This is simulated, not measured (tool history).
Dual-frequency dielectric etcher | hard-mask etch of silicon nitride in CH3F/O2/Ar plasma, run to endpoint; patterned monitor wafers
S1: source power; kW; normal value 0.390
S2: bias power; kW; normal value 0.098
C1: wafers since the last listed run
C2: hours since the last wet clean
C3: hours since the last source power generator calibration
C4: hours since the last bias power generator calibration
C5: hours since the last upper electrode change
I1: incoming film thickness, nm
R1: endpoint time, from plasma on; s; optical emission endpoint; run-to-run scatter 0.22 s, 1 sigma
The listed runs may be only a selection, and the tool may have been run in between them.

{"run": 1, "hour": 0.0, "S1": 0.39, "S2": 0.111, "C1": 0, "C2": 448.3, "C3": 2383.9, "C4": 2161.6, "C5": 3505.7, "I1": 32.54, "R1": 37.6}
{"run": 2, "hour": 39.0, "S1": 0.39, "S2": 0.09, "C1": 347, "C2": 487.3, "C3": 2422.9, "C4": 2200.6, "C5": 3544.7, "I1": 32.94, "R1": 41.4}
{"run": 3, "hour": 95.6, "S1": 0.34, "S2": 0.098, "C1": 504, "C2": 543.9, "C3": 2479.5, "C4": 2257.2, "C5": 3601.3, "I1": 32.69, "R1": 41.4}
{"run": 4, "hour": 178.6, "S1": 0.39, "S2": 0.098, "C1": 739, "C2": 626.9, "C3": 2562.5, "C4": 2340.2, "C5": 3684.3, "I1": 32.82, "R1": 40.0}
{"hour": 247.0, "done": "wet clean of the chamber"}
{"run": 5, "hour": 284.2, "S1": 0.39, "S2": 0.098, "C1": 727, "C2": 37.2, "C3": 2668.1, "C4": 2445.8, "C5": 3789.9, "I1": 32.9, "R1": 40.3}
{"run": 6, "hour": 380.1, "S1": 0.39, "S2": 0.098, "C1": 854, "C2": 133.1, "C3": 2764.0, "C4": 2541.7, "C5": 3885.8, "I1": 32.87, "R1": 40.4}
{"hour": 530.8, "done": "source power generator calibrated"}
{"run": 7, "hour": 629.3, "S1": 0.39, "S2": 0.098, "C1": 2185, "C2": 382.3, "C3": 98.5, "C4": 2790.9, "C5": 4135.0, "I1": 32.94, "R1": 39.5}
{"run": 8, "hour": 703.3, "S1": 0.39, "S2": 0.098, "C1": 659, "C2": 456.3, "C3": 172.5, "C4": 2864.9, "C5": 4209.0, "I1": 32.98, "R1": 39.5}
{"run": 9, "hour": 803.0, "S1": 0.39, "S2": 0.098, "C1": 888, "C2": 556.0, "C3": 272.2, "C4": 2964.6, "C5": 4308.7, "I1": 33.23, "R1": 39.6}
{"hour": 860.7, "done": "wet clean of the chamber"}
{"run": 10, "hour": 902.5, "S1": 0.39, "S2": 0.098, "C1": 673, "C2": 41.8, "C3": 371.7, "C4": 3064.1, "C5": 4408.2, "I1": 33.22, "R1": 40.2}
{"run": 11, "hour": 975.4, "S1": 0.39, "S2": 0.098, "C1": 649, "C2": 114.7, "C3": 444.6, "C4": 3137.0, "C5": 4481.1, "I1": 32.59, "R1": 38.6}
{"hour": 1054.0, "done": "upper electrode replaced"}
{"run": 12, "hour": 1077.2, "S1": 0.44, "S2": 0.098, "C1": 693, "C2": 216.5, "C3": 546.4, "C4": 3238.8, "C5": 23.2, "I1": 32.65, "R1": 37.5}
{"hour": 1137.3, "done": "bias power generator calibrated"}
{"run": 13, "hour": 1159.6, "S1": 0.39, "S2": 0.098, "C1": 698, "C2": 298.9, "C3": 628.8, "C4": 22.3, "C5": 105.6, "I1": 33.26, "R1": 40.0}
{"run": 14, "hour": 1201.2, "S1": 0.3, "S2": 0.11, "C1": 370, "C2": 340.5, "C3": 670.4, "C4": 63.9, "C5": 147.2, "I1": 33.19, "R1": 41.7}
{"run": 15, "hour": 1244.8, "S1": 0.43, "S2": 0.118, "C1": 388, "C2": 384.1, "C3": 714.0, "C4": 107.5, "C5": 190.8, "I1": 32.6, "R1": 34.9}
{"run": 16, "hour": 1296.3, "S1": 0.39, "S2": 0.082, "C1": 459, "C2": 435.6, "C3": 765.5, "C4": 159.0, "C5": 242.3, "I1": 32.78, "R1": 42.3}
{"run": 17, "hour": 1403.0, "S1": 0.39, "S2": 0.116, "C1": 951, "C2": 542.3, "C3": 872.2, "C4": 265.7, "C5": 349.0, "I1": 32.93, "R1": 37.0}
{"run": 18, "hour": 1451.7, "S1": 0.48, "S2": 0.104, "C1": 434, "C2": 591.0, "C3": 920.9, "C4": 314.4, "C5": 397.7, "I1": 32.88, "R1": 35.9}
{"hour": 1520.7, "done": "wet clean of the chamber"}
{"run": 19, "hour": 1557.8, "S1": 0.48, "S2": 0.121, "C1": 731, "C2": 37.1, "C3": 1027.0, "C4": 420.5, "C5": 503.8, "I1": 32.87, "R1": 33.6}
{"run": 20, "hour": 1610.0, "S1": 0.39, "S2": 0.098, "C1": 465, "C2": 89.3, "C3": 1079.2, "C4": 472.7, "C5": 556.0, "I1": 33.15, "R1": 39.7}
{"run": 21, "hour": 1651.2, "S1": 0.43, "S2": 0.119, "C1": 367, "C2": 130.5, "C3": 1120.4, "C4": 513.9, "C5": 597.2, "I1": 32.93, "R1": 35.2}
{"run": 22, "hour": 1712.9, "S1": 0.43, "S2": 0.098, "C1": 550, "C2": 192.2, "C3": 1182.1, "C4": 575.6, "C5": 658.9, "I1": 32.78, "R1": 38.2}
{"run": 23, "hour": 1771.5, "S1": 0.33, "S2": 0.086, "C1": 522, "C2": 250.8, "C3": 1240.7, "C4": 634.2, "C5": 717.5, "I1": 32.98, "R1": 45.0}
{"run": 24, "hour": 1852.1, "S1": 0.39, "S2": 0.113, "C1": 718, "C2": 331.4, "C3": 1321.3, "C4": 714.8, "C5": 798.1, "I1": 32.88, "R1": 37.1}
{"run": 25, "hour": 1937.1, "S1": 0.32, "S2": 0.11, "C1": 757, "C2": 416.4, "C3": 1406.3, "C4": 799.8, "C5": 883.1, "I1": 32.84, "R1": 40.9}
{"run": 26, "hour": 2042.8, "S1": 0.39, "S2": 0.098, "C1": 942, "C2": 522.1, "C3": 1512.0, "C4": 905.5, "C5": 988.8, "I1": 32.92, "R1": 39.7}
{"run": 27, "hour": 2085.9, "S1": 0.39, "S2": 0.098, "C1": 384, "C2": 565.2, "C3": 1555.1, "C4": 948.6, "C5": 1031.9, "I1": 32.85, "R1": 39.9}
{"hour": 2262.1, "done": "wet clean of the chamber"}
{"run": 28, "hour": 2402.5, "S1": 0.44, "S2": 0.121, "C1": 2608, "C2": 140.4, "C3": 1871.7, "C4": 1265.2, "C5": 1348.5, "I1": 33.08, "R1": 34.8}
{"run": 29, "hour": 2471.9, "S1": 0.39, "S2": 0.098, "C1": 618, "C2": 209.8, "C3": 1941.1, "C4": 1334.6, "C5": 1417.9, "I1": 32.99, "R1": 40.0}
{"run": 30, "hour": 2513.2, "S1": 0.34, "S2": 0.084, "C1": 368, "C2": 251.1, "C3": 1982.4, "C4": 1375.9, "C5": 1459.2, "I1": 32.68, "R1": 44.5}
{"run": 31, "hour": 2641.2, "S1": 0.39, "S2": 0.113, "C1": 1141, "C2": 379.1, "C3": 2110.4, "C4": 1503.9, "C5": 1587.2, "I1": 33.31, "R1": 38.2}
{"run": 32, "hour": 2679.7, "S1": 0.48, "S2": 0.076, "C1": 343, "C2": 417.6, "C3": 2148.9, "C4": 1542.4, "C5": 1625.7, "I1": 32.7, "R1": 40.7}
{"run": 33, "hour": 2729.0, "S1": 0.36, "S2": 0.11, "C1": 439, "C2": 466.9, "C3": 2198.2, "C4": 1591.7, "C5": 1675.0, "I1": 32.99, "R1": 39.6}
{"run": 34, "hour": 2765.8, "S1": 0.48, "S2": 0.098, "C1": 328, "C2": 503.7, "C3": 2235.0, "C4": 1628.5, "C5": 1711.8, "I1": 33.3, "R1": 37.2}
{"run": 35, "hour": 2828.3, "S1": 0.45, "S2": 0.08, "C1": 557, "C2": 566.2, "C3": 2297.5, "C4": 1691.0, "C5": 1774.3, "I1": 33.05, "R1": 41.1}

Forecast each of these 4 alternatives for the next run:
{"run": "A", "hour": 2828.7, "S1": 0.39, "S2": 0.098, "C1": 3, "C2": 566.6, "C3": 2297.9, "C4": 1691.4, "C5": 1774.7, "I1": 33.03, "R1": "?"}
{"run": "B", "hour": 2828.7, "S1": 0.3, "S2": 0.087, "C1": 3, "C2": 566.6, "C3": 2297.9, "C4": 1691.4, "C5": 1774.7, "I1": 33.03, "R1": "?"}
{"run": "C", "hour": 2828.7, "S1": 0.46, "S2": 0.08, "C1": 3, "C2": 566.6, "C3": 2297.9, "C4": 1691.4, "C5": 1774.7, "I1": 33.03, "R1": "?"}
{"run": "D", "hour": 2828.7, "S1": 0.39, "S2": 0.107, "C1": 3, "C2": 566.6, "C3": 2297.9, "C4": 1691.4, "C5": 1774.7, "I1": 33.03, "R1": "?"}

run=A R1=39.9
run=B R1=46.4
run=C R1=40.6
run=D R1=38.5
Take away the tool's hidden state, keep each run's random variation, and the runs would have read:
run=A R1=39.4
run=B R1=45.8
run=C R1=40.0
run=D R1=38.0
